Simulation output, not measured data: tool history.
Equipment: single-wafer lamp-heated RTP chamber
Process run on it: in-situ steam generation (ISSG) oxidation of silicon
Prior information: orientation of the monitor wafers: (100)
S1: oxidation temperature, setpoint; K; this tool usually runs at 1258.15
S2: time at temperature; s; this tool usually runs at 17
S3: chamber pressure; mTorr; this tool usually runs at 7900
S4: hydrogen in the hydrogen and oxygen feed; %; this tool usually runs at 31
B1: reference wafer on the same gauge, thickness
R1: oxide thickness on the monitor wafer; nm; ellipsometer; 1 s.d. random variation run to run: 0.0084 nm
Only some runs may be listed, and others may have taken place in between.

run,hour,S1,S2,S3,S4,B1,R1
1,0,1258.15,17,7900,32,5.001,5.746
2,6.6,1258.15,17,7900,32,5.001,5.736
3,23.7,1258.15,17,7900,31,5.001,5.702
4,30.5,1258.15,17,7900,31,5.001,5.705
5,82.5,1258.15,17,7900,31,4.999,5.706
6,97.7,1258.15,17,7900,31,4.999,5.702
7,111.6,1258.15,17,7900,31,4.999,5.714
8,119.2,1258.15,17,7900,31,4.999,5.701
# hour 123.2: gauge calibrated
9,129.6,1258.15,17,7900,31,5.001,5.705
10,147,1258.15,17,7900,31,5,5.716
# hour 168.3: hydrogen flow controller replaced
11,189.4,1258.15,17,7900,31,5.002,5.736
12,206.8,1258.15,17,7900,31,5.001,5.736
13,218.1,1245.15,24,7900,32,5.001,6.397
# hour 233.7: pressure gauge zeroed
14,259.6,1258.15,19,7900,31,5,6.017
# hour 274.7: pyrometer window cleaned and pyrometer calibrated
15,275.2,1266.15,17,7900,31,4.999,5.827
16,301.6,1269.15,17,7900,25,5,5.546
17,312.4,1251.15,17,7900,32,4.999,5.546
18,321.4,1258.15,22,7900,31,5,6.307
19,329.6,1258.15,17,7900,31,4.999,5.654
20,347.3,1250.15,17,7900,32,4.999,5.546
21,365,1258.15,17,7500,32,5.001,5.709

Alternative continuations, all from the tool just after run 21; predict every row:
A,365.4,1258.15,11,7900,31,?,?
B,365.4,1258.15,10,8800,25,?,?
C,365.4,1239.15,22,7900,28,?,?
D,365.4,1274.15,15,7900,31,?,?
E,365.4,1251.15,17,7900,31,?,?

run,B1,R1
A,5,4.733
B,5,4.254
C,5,5.731
D,5,5.676
E,5,5.509
Without the tool's unlogged condition, the same runs would have read:
run,R1
A,4.716
B,4.24
C,5.708
D,5.651
E,5.487
